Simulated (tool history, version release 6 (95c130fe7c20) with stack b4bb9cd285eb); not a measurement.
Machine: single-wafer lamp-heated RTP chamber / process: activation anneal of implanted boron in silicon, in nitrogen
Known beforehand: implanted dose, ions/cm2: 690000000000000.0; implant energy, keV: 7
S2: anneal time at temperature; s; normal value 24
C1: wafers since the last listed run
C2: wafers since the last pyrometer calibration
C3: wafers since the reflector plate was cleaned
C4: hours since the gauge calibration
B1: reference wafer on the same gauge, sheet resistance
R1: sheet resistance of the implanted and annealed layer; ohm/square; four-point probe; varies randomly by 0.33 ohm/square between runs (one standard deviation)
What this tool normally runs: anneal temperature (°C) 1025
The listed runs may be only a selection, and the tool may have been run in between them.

Run 1, hour 0: usual settings; C1 0; C2 754; C3 759; C4 60.6; B1 217.93. Result: R1 191.1 ohm/square.
Run 2, hour 17.7: usual settings; C1 262; C2 1016; C3 1022; C4 78.3; B1 218.07. Result: R1 190.31 ohm/square.
Run 3, hour 49.7: usual settings; C1 474; C2 1490; C3 1496; C4 110.3; B1 218.12. Result: R1 190.79 ohm/square.
Run 4, hour 70.2: usual settings; C1 303; C2 1794; C3 1799; C4 130.8; B1 218.04. Result: R1 190.58 ohm/square.
Run 5, hour 104.5: usual settings; C1 508; C2 2302; C3 2307; C4 165.1; B1 218.06. Result: R1 190.52 ohm/square.
Run 6, hour 128.9: usual settings; C1 361; C2 2663; C3 2669; C4 189.5; B1 218.05. Result: R1 190.55 ohm/square.
Run 7, hour 142.7: usual settings; C1 204; C2 2868; C3 2873; C4 203.3; B1 217.98. Result: R1 189.74 ohm/square.
Run 8, hour 169.7: usual settings; C1 399; C2 3268; C3 3273; C4 230.3; B1 217.99. Result: R1 190.38 ohm/square.
Run 9, hour 185.1: usual settings; C1 228; C2 3496; C3 3501; C4 245.7; B1 217.96. Result: R1 190.41 ohm/square.
Run 10, hour 201.1: usual settings; C1 237; C2 3733; C3 3738; C4 261.7; B1 218.1. Result: R1 189.53 ohm/square.
Run 11, hour 225: usual settings; C1 354; C2 4087; C3 4093; C4 285.6; B1 218.05. Result: R1 189.61 ohm/square.
Run 12, hour 244.3: usual settings but anneal temperature (°C) 1018; C1 285; C2 4373; C3 4378; C4 304.9; B1 218.06. Result: R1 190.8 ohm/square.
Run 13, hour 279.7: usual settings; C1 524; C2 4897; C3 4903; C4 340.3; B1 217.8. Result: R1 189.76 ohm/square.
Run 14, hour 302.1: usual settings; C1 331; C2 5229; C3 5235; C4 362.7; B1 218.05. Result: R1 189.67 ohm/square.
At hour 327.6: pyrometer window cleaned and pyrometer calibrated.
Run 15, hour 328.1: usual settings; C1 266; C2 7; C3 5501; C4 388.7; B1 217.96. Result: R1 190.37 ohm/square.
Run 16, hour 357.3: usual settings; C1 432; C2 439; C3 5934; C4 417.9; B1 217.97. Result: R1 190.5 ohm/square.
Run 17, hour 382: usual settings; C1 365; C2 805; C3 6300; C4 442.6; B1 218.02. Result: R1 190.55 ohm/square.
Run 18, hour 405.4: usual settings; C1 346; C2 1152; C3 6646; C4 466; B1 217.82. Result: R1 189.41 ohm/square.
At hour 407: gauge calibrated.
Run 19, hour 429.6: usual settings but anneal temperature (°C) 1009, S2 19 s; C1 358; C2 1510; C3 7005; C4 22.6; B1 218.07. Result: R1 194.7 ohm/square.
Run 20, hour 444.5: usual settings but S2 12 s; C1 220; C2 1731; C3 7226; C4 37.5; B1 217.8. Result: R1 193.43 ohm/square.
Run 21, hour 478: usual settings but anneal temperature (°C) 1037, S2 33 s; C1 496; C2 2227; C3 7722; C4 71; B1 218.09. Result: R1 185.48 ohm/square.
Run 22, hour 497: usual settings; C1 281; C2 2509; C3 8003; C4 90; B1 218.04. Result: R1 188.98 ohm/square.
Run 23, hour 512.3: usual settings but anneal temperature (°C) 1006, S2 14 s; C1 226; C2 2735; C3 8230; C4 105.3; B1 218.08. Result: R1 196.45 ohm/square.
Run 24, hour 547.9: usual settings but anneal temperature (°C) 1047, S2 11 s; C1 527; C2 3263; C3 8757; C4 140.9; B1 217.93. Result: R1 189.66 ohm/square.
Run 25, hour 564.5: usual settings but anneal temperature (°C) 1008; C1 245; C2 3509; C3 9003; C4 157.5; B1 217.95. Result: R1 192.29 ohm/square.
Run 26, hour 588.5: usual settings but anneal temperature (°C) 1045, S2 33 s; C1 355; C2 3864; C3 9359; C4 181.5; B1 217.93. Result: R1 183.19 ohm/square.
Run 27, hour 601.3: usual settings; C1 189; C2 4054; C3 9548; C4 194.3; B1 217.91. Result: R1 188.27 ohm/square.
Run 28, hour 630: usual settings but anneal temperature (°C) 1051, S2 36 s; C1 425; C2 4479; C3 9974; C4 223; B1 218.04. Result: R1 182.57 ohm/square.
At hour 686.6: reflector plate cleaned.
Run 29, hour 725.9: usual settings; C1 1302; C2 5781; C3 582; C4 318.9; B1 218.09. Result: R1 189.18 ohm/square.
At hour 739.4: pyrometer window cleaned and pyrometer calibrated.
Run 30, hour 739.9: usual settings but anneal temperature (°C) 1006, S2 29 s; C1 88; C2 7; C3 671; C4 332.9; B1 218.03. Result: R1 194.46 ohm/square.
Run 31, hour 761.3: usual settings but anneal temperature (°C) 1007; C1 317; C2 324; C3 988; C4 354.3; B1 217.95. Result: R1 195.2 ohm/square.
Run 32, hour 779.1: usual settings; C1 263; C2 588; C3 1252; C4 372.1; B1 218. Result: R1 191.08 ohm/square.
Run 33, hour 807.8: usual settings but anneal temperature (°C) 1042, S2 10 s; C1 425; C2 1013; C3 1677; C4 400.8; B1 218.05. Result: R1 192.73 ohm/square.
Run 34, hour 826.1: usual settings but anneal temperature (°C) 1004; C1 271; C2 1284; C3 1948; C4 419.1; B1 217.94. Result: R1 195.54 ohm/square.

Run 35, settings as shown, results not yet in. Your forecast:
Run 35, hour 853.1: usual settings but S2 32 s; C1 399; C2 1684; C3 2348; C4 446.1; B1 ?. Result: R1 ?.

For run 35 the tool returned B1 217.95, R1 188.73 ohm/square.
Were there no unlogged condition in the tool, this run, its random variation unchanged, would have produced R1 189.87 ohm/square.
